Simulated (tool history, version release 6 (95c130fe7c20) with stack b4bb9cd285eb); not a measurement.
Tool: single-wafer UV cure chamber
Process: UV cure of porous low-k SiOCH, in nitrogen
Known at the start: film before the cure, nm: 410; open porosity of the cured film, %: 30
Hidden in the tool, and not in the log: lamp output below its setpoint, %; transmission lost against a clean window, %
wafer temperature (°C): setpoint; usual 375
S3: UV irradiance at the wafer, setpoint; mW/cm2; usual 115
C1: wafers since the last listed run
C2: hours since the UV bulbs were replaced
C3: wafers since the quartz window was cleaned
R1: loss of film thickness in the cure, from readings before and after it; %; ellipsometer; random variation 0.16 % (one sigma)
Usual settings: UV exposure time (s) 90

run 1 hour=0.0 | wafer_temperature_(°C)=375 UV_exposure_time_(s)=90 S3=101 | C1=0 C2=1987.7 C3=924 | R1=7.224
run 2 hour=31.2 | wafer_temperature_(°C)=375 UV_exposure_time_(s)=90 S3=115 | C1=148 C2=2018.9 C3=1072 | R1=8.052
run 3 hour=52.3 | wafer_temperature_(°C)=375 UV_exposure_time_(s)=90 S3=115 | C1=100 C2=2040.0 C3=1173 | R1=7.922
run 4 hour=69.6 | wafer_temperature_(°C)=375 UV_exposure_time_(s)=90 S3=115 | C1=82 C2=2057.3 C3=1256 | R1=7.549
run 5 hour=83.2 | wafer_temperature_(°C)=375 UV_exposure_time_(s)=90 S3=115 | C1=64 C2=2070.9 C3=1321 | R1=7.890
run 6 hour=116.2 | wafer_temperature_(°C)=375 UV_exposure_time_(s)=90 S3=115 | C1=157 C2=2103.9 C3=1478 | R1=7.633
run 7 hour=223.2 | wafer_temperature_(°C)=375 UV_exposure_time_(s)=90 S3=124 | C1=510 C2=2210.9 C3=1988 | R1=7.919
run 8 hour=240.1 | wafer_temperature_(°C)=375 UV_exposure_time_(s)=90 S3=124 | C1=80 C2=2227.8 C3=2069 | R1=7.753
run 9 hour=255.5 | wafer_temperature_(°C)=367 UV_exposure_time_(s)=90 S3=115 | C1=73 C2=2243.2 C3=2143 | R1=7.613
run 10 hour=273.8 | wafer_temperature_(°C)=367 UV_exposure_time_(s)=90 S3=115 | C1=87 C2=2261.5 C3=2230 | R1=7.222
run 11 hour=287.0 | wafer_temperature_(°C)=367 UV_exposure_time_(s)=90 S3=115 | C1=62 C2=2274.7 C3=2293 | R1=7.226
run 12 hour=311.3 | wafer_temperature_(°C)=375 UV_exposure_time_(s)=130 S3=115 | C1=115 C2=2299.0 C3=2409 | R1=8.944
run 13 hour=331.0 | wafer_temperature_(°C)=375 UV_exposure_time_(s)=90 S3=115 | C1=93 C2=2318.7 C3=2503 | R1=7.339
run 14 hour=361.5 | wafer_temperature_(°C)=392 UV_exposure_time_(s)=70 S3=132 | C1=145 C2=2349.2 C3=2648 | R1=7.050

Run 15 comes next. What will it give?
-- hour=387.3 UV bulbs replaced
-- hour=419.0 quartz window cleaned
run 15 hour=419.5 | wafer_temperature_(°C)=358 UV_exposure_time_(s)=135 S3=115 | C1=200 C2=32.2 C3=2 | R1=?

Run 15 gave R1 7.390 %.
Without the tool's hidden state the same run would have given R1 10.087 %.
